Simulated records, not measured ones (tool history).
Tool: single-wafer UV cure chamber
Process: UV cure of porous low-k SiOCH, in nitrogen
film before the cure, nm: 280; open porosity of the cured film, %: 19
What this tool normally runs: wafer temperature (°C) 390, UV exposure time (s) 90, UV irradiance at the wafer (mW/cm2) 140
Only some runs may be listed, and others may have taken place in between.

run   hour  wafer temperature (°C)  UV exposure time (s)  UV irradiance at the wafer (mW/cm2)  wafers since the last listed run  hours since the UV bulbs were replaced  wafers since the quartz window was cleaned  loss of film thickness in the cure (%)
  1    0.0                     390                    90                                  140                                 0                                  2221.6                                         990                                   8.463
  2   35.0                     390                    90                                  140                               344                                  2256.6                                        1335                                   8.305
  3   81.4                     390                    90                                  140                               456                                  2303.0                                        1791                                   8.097
  4  112.6                     403                    50                                  140                               307                                  2334.2                                        2099                                   6.020
  5  175.5                     403                    50                                  140                               619                                  2397.1                                        2718                                   5.844
  6  217.3                     403                    50                                  140                               411                                  2438.9                                        3129                                   5.752
  7  280.6                     390                    50                                  164                               623                                  2502.2                                        3753                                   5.999
  8  319.7                     390                    50                                  164                               384                                  2541.3                                        4138                                   6.055
     380.0  -- quartz window cleaned
  9  380.5                     390                    50                                  164                               519                                  2602.1                                           4                                   7.055
 10  424.7                     390                    90                                  140                               435                                  2646.3                                         439                                   8.543
     460.6  -- UV bulbs replaced
 11  489.2                     395                    90                                  140                               556                                    28.6                                         995                                   8.546
 12  534.7                     403                    90                                  106                               447                                    74.1                                        1443                                   7.442
 13  576.2                     390                   125                                  140                               408                                   115.6                                        1852                                   9.709
 14  641.7                     390                    90                                  140                               644                                   181.1                                        2497                                   8.138
 15  667.7                     404                   120                                  140                               255                                   207.1                                        2753                                   9.472
 16  693.8                     390                   110                                  173                               256                                   233.2                                        3010                                   9.733
 17  727.0                     390                    65                                  140                               326                                   266.4                                        3337                                   6.667
 18  770.9                     396                    50                                  140                               432                                   310.3                                        3769                                   5.713
 19  795.4                     390                    90                                  113                               241                                   334.8                                        4010                                   6.976

Alternative continuations, all from the tool just after run 19; predict every row:
  A  795.8                     390                    90                                  140                                 3                                   335.2                                        4014                                       ?
  B  795.8                     371                   115                                  103                                 3                                   335.2                                        4014                                       ?
  C  795.8                     399                    65                                  157                                 3                                   335.2                                        4014                                       ?
  D  795.8                     407                    70                                  140                                 3                                   335.2                                        4014                                       ?
  E  795.8                     373                    90                                  165                                 3                                   335.2                                        4014                                       ?

run  loss of film thickness in the cure (%)
  A                                   7.814
  B                                   7.265
  C                                   7.123
  D                                   7.084
  E                                   8.196
Without the tool's unlogged condition, the same runs would have read:
run  loss of film thickness in the cure (%)
  A                                   8.681
  B                                   8.117
  C                                   7.970
  D                                   7.930
  E                                   9.073

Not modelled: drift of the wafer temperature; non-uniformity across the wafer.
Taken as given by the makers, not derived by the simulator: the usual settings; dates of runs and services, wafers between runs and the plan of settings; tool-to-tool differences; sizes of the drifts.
